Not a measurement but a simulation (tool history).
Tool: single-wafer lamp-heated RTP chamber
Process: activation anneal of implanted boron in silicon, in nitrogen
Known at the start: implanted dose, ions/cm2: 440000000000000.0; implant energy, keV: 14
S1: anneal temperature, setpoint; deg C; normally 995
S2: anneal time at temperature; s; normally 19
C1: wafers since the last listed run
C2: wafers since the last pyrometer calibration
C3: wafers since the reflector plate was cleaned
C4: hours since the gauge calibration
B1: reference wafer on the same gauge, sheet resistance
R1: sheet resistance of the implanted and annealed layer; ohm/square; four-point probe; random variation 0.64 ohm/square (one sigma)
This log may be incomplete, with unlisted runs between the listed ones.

run	hour	S1	S2	C1	C2	C3	C4	B1	R1
1	0.0	1006	27	0	2835	1217	1291.2	273.21	251.93
2	106.4	1006	27	1695	4531	2913	1397.6	272.95	251.42
3	150.2	1006	27	697	5228	3610	1441.4	273.19	252.58
4	222.0	1013	23	1143	6372	4754	1513.2	273.24	251.86
5	272.3	1013	23	801	7174	5556	1563.5	273.06	250.50
6	367.7	995	19	1519	8694	7076	1658.9	272.86	254.91
# hour 422.7: pyrometer window cleaned and pyrometer calibrated
7	441.6	995	19	1049	300	8126	1732.8	272.98	255.89
8	498.0	995	19	898	1199	9024	1789.2	273.10	255.08
# hour 636.7: reflector plate cleaned
9	757.0	995	19	3999	5198	1916	2048.2	273.11	254.42
10	848.0	995	19	1449	6648	3366	2139.2	273.29	252.74
11	946.0	995	19	1561	8209	4927	2237.2	273.14	254.59
12	1027.0	995	19	1290	9500	6218	2318.2	272.87	253.14
# hour 1083.2: pyrometer window cleaned and pyrometer calibrated
13	1129.9	995	19	1512	744	7730	2421.1	273.14	253.50
# hour 1291.7: reflector plate cleaned, repeated, since the last time left the tool worse
14	1307.2	995	19	2697	3441	246	2598.4	273.22	257.59
15	1349.3	995	19	670	4112	917	2640.5	272.86	254.76
# hour 1468.8: gauge calibrated
16	1584.6	995	19	3748	7861	4666	115.8	272.91	256.18
17	1660.2	995	19	1204	9065	5870	191.4	272.98	255.05
18	1706.4	995	28	736	9801	6606	237.6	273.20	255.21

Expected results for the next run?
# hour 1743.1: pyrometer window cleaned and pyrometer calibrated
19	1793.9	995	29	1266	808	7873	325.1	?	?

Run 19 came out at B1 273.04, R1 254.08 ohm/square.
With no hidden state in the tool, this same run would have given R1 254.74 ohm/square.

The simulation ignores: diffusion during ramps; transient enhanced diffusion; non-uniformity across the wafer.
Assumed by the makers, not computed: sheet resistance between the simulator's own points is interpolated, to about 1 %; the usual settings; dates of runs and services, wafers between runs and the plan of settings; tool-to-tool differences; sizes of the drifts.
